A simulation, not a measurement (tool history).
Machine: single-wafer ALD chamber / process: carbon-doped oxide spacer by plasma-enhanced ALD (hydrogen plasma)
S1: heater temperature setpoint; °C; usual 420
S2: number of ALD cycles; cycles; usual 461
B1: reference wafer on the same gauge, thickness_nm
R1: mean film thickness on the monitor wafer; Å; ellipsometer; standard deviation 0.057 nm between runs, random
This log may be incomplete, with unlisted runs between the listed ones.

Run 1, hour 0.0: usual settings; B1 20.798. Result: R1 229.59 Å.
Run 2, hour 7.7: usual settings; B1 20.802. Result: R1 229.94 Å.
Run 3, hour 25.2: usual settings; B1 20.801. Result: R1 230.13 Å.
Run 4, hour 35.8: usual settings; B1 20.788. Result: R1 229.09 Å.
Run 5, hour 49.3: usual settings; B1 20.802. Result: R1 229.84 Å.
Run 6, hour 57.3: usual settings; B1 20.796. Result: R1 229.32 Å.
Run 7, hour 64.6: usual settings but S1 425 °C; B1 20.803. Result: R1 225.68 Å.
Run 8, hour 82.2: usual settings but S1 425 °C; B1 20.797. Result: R1 225.95 Å.
Run 9, hour 95.4: usual settings but S1 425 °C; B1 20.794. Result: R1 225.24 Å.
Run 10, hour 112.8: usual settings; B1 20.806. Result: R1 230.08 Å.
Run 11, hour 123.1: usual settings; B1 20.804. Result: R1 230.84 Å.
Run 12, hour 139.4: usual settings; B1 20.788. Result: R1 229.76 Å.
Run 13, hour 148.4: usual settings; B1 20.788. Result: R1 229.47 Å.
Run 14, hour 158.8: usual settings but S1 426 °C; B1 20.795. Result: R1 225.20 Å.
Run 15, hour 171.8: usual settings but S1 426 °C; B1 20.802. Result: R1 225.02 Å.
Run 16, hour 176.9: usual settings but S1 426 °C; B1 20.805. Result: R1 225.54 Å.
Run 17, hour 183.0: usual settings; B1 20.796. Result: R1 229.73 Å.
Run 18, hour 197.7: usual settings; B1 20.796. Result: R1 229.56 Å.
Run 19, hour 212.3: usual settings; B1 20.795. Result: R1 230.77 Å.
Run 20, hour 222.8: usual settings but S1 405 °C, S2 502 cycles; B1 20.803. Result: R1 264.62 Å.
Run 21, hour 235.4: usual settings but S1 426 °C, S2 495 cycles; B1 20.793. Result: R1 242.28 Å.
Run 22, hour 243.3: usual settings but S1 432 °C, S2 526 cycles; B1 20.800. Result: R1 249.77 Å.
Run 23, hour 253.6: usual settings but S1 408 °C, S2 553 cycles; B1 20.806. Result: R1 288.26 Å.
Run 24, hour 276.5: usual settings; B1 20.800. Result: R1 229.62 Å.
Run 25, hour 286.1: usual settings but S1 431 °C, S2 492 cycles; B1 20.800. Result: R1 235.09 Å.
Run 26, hour 326.9: usual settings but S2 388 cycles; B1 20.792. Result: R1 192.80 Å.
Run 27, hour 334.2: usual settings; B1 20.795. Result: R1 230.03 Å.
Run 28, hour 344.1: usual settings but S1 414 °C, S2 546 cycles; B1 20.802. Result: R1 278.11 Å.
Run 29, hour 355.3: usual settings but S2 419 cycles; B1 20.809. Result: R1 208.17 Å.
Run 30, hour 363.2: usual settings but S1 411 °C; B1 20.802. Result: R1 237.33 Å.
Run 31, hour 373.9: usual settings but S1 427 °C, S2 507 cycles; B1 20.801. Result: R1 247.09 Å.
Run 32, hour 387.4: usual settings; B1 20.800. Result: R1 230.19 Å.
Run 33, hour 397.1: usual settings but S1 409 °C, S2 500 cycles; B1 20.813. Result: R1 259.45 Å.
Run 34, hour 405.0: usual settings but S1 409 °C, S2 437 cycles; B1 20.795. Result: R1 226.59 Å.
Run 35, hour 427.8: usual settings; B1 20.806. Result: R1 229.37 Å.
Run 36, hour 447.0: usual settings; B1 20.792. Result: R1 230.10 Å.
Run 37, hour 455.2: usual settings but S1 411 °C, S2 370 cycles; B1 20.798. Result: R1 191.60 Å.

Not shown: 2 entries that the log had between the listed runs. Between which runs, and how does the tool's hidden state differ before and after?
Runs 14 to 15: thermocouple changed; heater temperature recalibrated (hour 171.3)
  both runs share identical hidden conditions
Runs 23 to 24: gauge calibrated (hour 272.8)
  both runs share identical hidden conditions
